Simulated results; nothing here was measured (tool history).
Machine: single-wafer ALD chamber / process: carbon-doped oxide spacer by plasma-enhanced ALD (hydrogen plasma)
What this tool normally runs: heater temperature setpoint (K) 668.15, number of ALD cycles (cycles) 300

run,hour,heater temperature setpoint (K),number of ALD cycles (cycles),"read-back reference wafer on the same gauge, thickness_nm",mean film thickness on the monitor wafer (Å)
1,0,661.15,329,14.292,166.28
2,13.1,668.15,300,14.277,151.22
3,33.1,668.15,300,14.278,151.57
4,49,668.15,300,14.261,151.62
5,68.2,668.15,300,14.278,151.27
6,102.2,668.15,300,14.243,151.18
7,130.4,668.15,300,14.222,149.95
8,148.7,668.15,300,14.231,150.9
9,181.9,668.15,300,14.21,150.55
10,206.8,668.15,300,14.207,150.5
11,238.8,668.15,254,14.179,127.57
12,274.5,668.15,254,14.164,126.78
13,293.8,668.15,254,14.151,127.01
14,326.7,668.15,300,14.138,150.11
15,339.7,658.15,337,14.121,168.15
16,362.8,668.15,342,14.122,169.91
# hour 377.6: gauge calibrated
17,379.1,663.15,270,14.382,137.13
18,394.1,677.15,340,14.377,169.6
19,425.2,668.15,281,14.37,142.73
20,457.9,668.15,300,14.373,152.55
21,485.9,668.15,325,14.369,164.32
# hour 510.1: thermocouple changed; heater temperature recalibrated
22,510.6,663.15,331,14.357,167.73
23,532.9,662.15,280,14.359,141.41
24,590,682.15,300,14.351,147.3
25,631.2,668.15,300,14.362,151.74
26,658.7,677.15,340,14.335,169.57
27,689.1,668.15,300,14.325,151.42
28,714.7,668.15,355,14.321,180.23

Each row is a separate what-if for the run after 28, all from the same tool condition, not one after another. Results?
A,715.6,663.15,300,?,?
B,715.6,661.15,348,?,?
C,715.6,660.15,329,?,?
D,715.6,673.15,268,?,?
E,715.6,668.15,356,?,?

run,"read-back reference wafer on the same gauge, thickness_nm",mean film thickness on the monitor wafer (Å)
A,14.35,151.93
B,14.35,176.24
C,14.35,166.62
D,14.35,135.44
E,14.35,180.29
What these runs would have given with no unlogged condition in the tool:
run,mean film thickness on the monitor wafer (Å)
A,152.67
B,177.1
C,167.43
D,136.1
E,181.17
